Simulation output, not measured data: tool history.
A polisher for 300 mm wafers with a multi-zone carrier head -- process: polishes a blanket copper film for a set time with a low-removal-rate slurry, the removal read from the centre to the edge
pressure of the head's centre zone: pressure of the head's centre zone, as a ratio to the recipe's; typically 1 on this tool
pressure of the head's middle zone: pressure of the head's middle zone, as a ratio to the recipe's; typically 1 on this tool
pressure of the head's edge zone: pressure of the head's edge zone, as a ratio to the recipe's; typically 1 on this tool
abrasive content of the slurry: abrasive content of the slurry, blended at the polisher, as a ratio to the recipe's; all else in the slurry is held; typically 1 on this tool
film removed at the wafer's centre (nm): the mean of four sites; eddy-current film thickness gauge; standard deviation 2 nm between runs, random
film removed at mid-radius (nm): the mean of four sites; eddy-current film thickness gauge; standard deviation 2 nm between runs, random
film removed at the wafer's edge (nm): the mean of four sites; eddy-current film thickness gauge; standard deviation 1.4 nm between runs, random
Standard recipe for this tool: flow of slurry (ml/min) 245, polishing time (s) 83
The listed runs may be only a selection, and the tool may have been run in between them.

| run | hour | flow of slurry (ml/min) | pressure of the head's centre zone | pressure of the head's middle zone | pressure of the head's edge zone | abrasive content of the slurry | polishing time (s) | incoming thickness of the incoming film, nm | film removed at the wafer's centre (nm) | film removed at mid-radius (nm) | film removed at the wafer's edge (nm) |
|---|---|---|---|---|---|---|---|---|---|---|---|
| 1 | 0 | 245 | 1 | 1.06 | 1 | 1 | 83 | 834.6 | 127.9 | 131.5 | 127.3 |
|  | 33.8 | slurry nozzle cleaned |
|  | 57.6 | worn pad replaced by a new one |
| 2 | 63.7 | 245 | 1 | 1.06 | 1 | 1 | 83 | 836.3 | 142.2 | 148.9 | 143.7 |
| 3 | 165.5 | 245 | 1 | 1.06 | 1 | 1 | 83 | 830.8 | 135 | 138.3 | 131.1 |
|  | 196.9 | centre zone pressure recalibrated |
| 4 | 252.1 | 245 | 0.97 | 1 | 1 | 1 | 83 | 843.5 | 124.2 | 131.4 | 127.2 |
|  | 267.9 | worn pad replaced by a new one |
| 5 | 323.8 | 245 | 0.97 | 1 | 1 | 1 | 83 | 840.8 | 136.1 | 137.8 | 134.8 |
| 6 | 368.7 | 245 | 1 | 1.07 | 1 | 1 | 83 | 845.8 | 133.6 | 136.6 | 130.8 |
| 7 | 414.2 | 245 | 1 | 1.07 | 1 | 1 | 83 | 843.1 | 129.4 | 137.7 | 127.4 |
|  | 431 | edge zone pressure recalibrated |
|  | 489.3 | worn pad replaced by a new one |
| 8 | 495.4 | 245 | 1 | 1 | 1 | 1 | 83 | 821.7 | 143 | 143.5 | 143.3 |
| 9 | 545.5 | 245 | 1.07 | 0.89 | 1 | 0.85 | 83 | 850.9 | 143.5 | 119.4 | 132 |
| 10 | 608.6 | 245 | 1 | 1 | 1 | 1 | 83 | 839.3 | 128.6 | 129.6 | 131.4 |
|  | 663.1 | carrier head's membrane replaced by a new one |
| 11 | 684.6 | 245 | 1 | 1 | 1 | 1 | 83 | 832.2 | 128.6 | 128.7 | 126.3 |
|  | 765.4 | worn pad replaced by a new one |
| 12 | 772.8 | 210 | 1.06 | 1 | 1 | 1.25 | 111 | 835.6 | 209.5 | 192.9 | 195.8 |
| 13 | 875.1 | 245 | 0.93 | 1 | 0.91 | 1 | 99 | 843.4 | 146 | 153 | 148.2 |
|  | 907.8 | slurry nozzle cleaned |
| 14 | 918.2 | 245 | 1 | 1 | 1.08 | 1 | 59 | 835.9 | 92 | 91.1 | 95 |
|  | 975.1 | centre zone pressure recalibrated |
|  | 1019.4 | worn pad replaced by a new one |
| 15 | 1021.5 | 245 | 1 | 1 | 1 | 1 | 83 | 835.3 | 144.8 | 144.3 | 143 |
|  | 1066.6 | edge zone pressure recalibrated |
| 16 | 1125 | 245 | 1.08 | 1 | 0.95 | 1 | 83 | 846.5 | 146 | 132.8 | 127 |
| 17 | 1219.5 | 245 | 1 | 1 | 1.11 | 1 | 83 | 837.7 | 127.2 | 127.9 | 133.7 |

Measured minus without-hidden-state, run by run (identical run-to-run variation in each term; gauge scatter may differ):
The hidden state here: removal rate lost through wear of the pad, %; slurry flow missing at the pad, %; deviation of the centre zone's pressure from its setpoint, %; deviation of the edge zone's pressure from its setpoint, %.
| run | film removed at the wafer's centre (nm) | film removed at mid-radius (nm) | film removed at the wafer's edge (nm) |
|---|---|---|---|
| 1 | -16.5 | -17 | -16.4 |
| 2 | -1.4 | -1.4 | -1.4 |
| 3 | -13.8 | -14.1 | -13.5 |
| 4 | -16.1 | -17.1 | -16.5 |
| 5 | -9.3 | -9.4 | -9.2 |
| 6 | -13.4 | -13.7 | -13.1 |
| 7 | -15.5 | -16.5 | -15.1 |
| 8 | -2.4 | -2.4 | -2.4 |
| 9 | -10.9 | -9 | -10 |
| 10 | -15 | -15.1 | -15.3 |
| 11 | -17.9 | -18 | -17.6 |
| 12 | -4.2 | -4 | -4 |
| 13 | -16.6 | -17.5 | -16.9 |
| 14 | -12.1 | -12 | -12.4 |
| 15 | -1.5 | -1.5 | -1.5 |
| 16 | -16 | -14.7 | -14 |
| 17 | -17.8 | -17.9 | -18.8 |
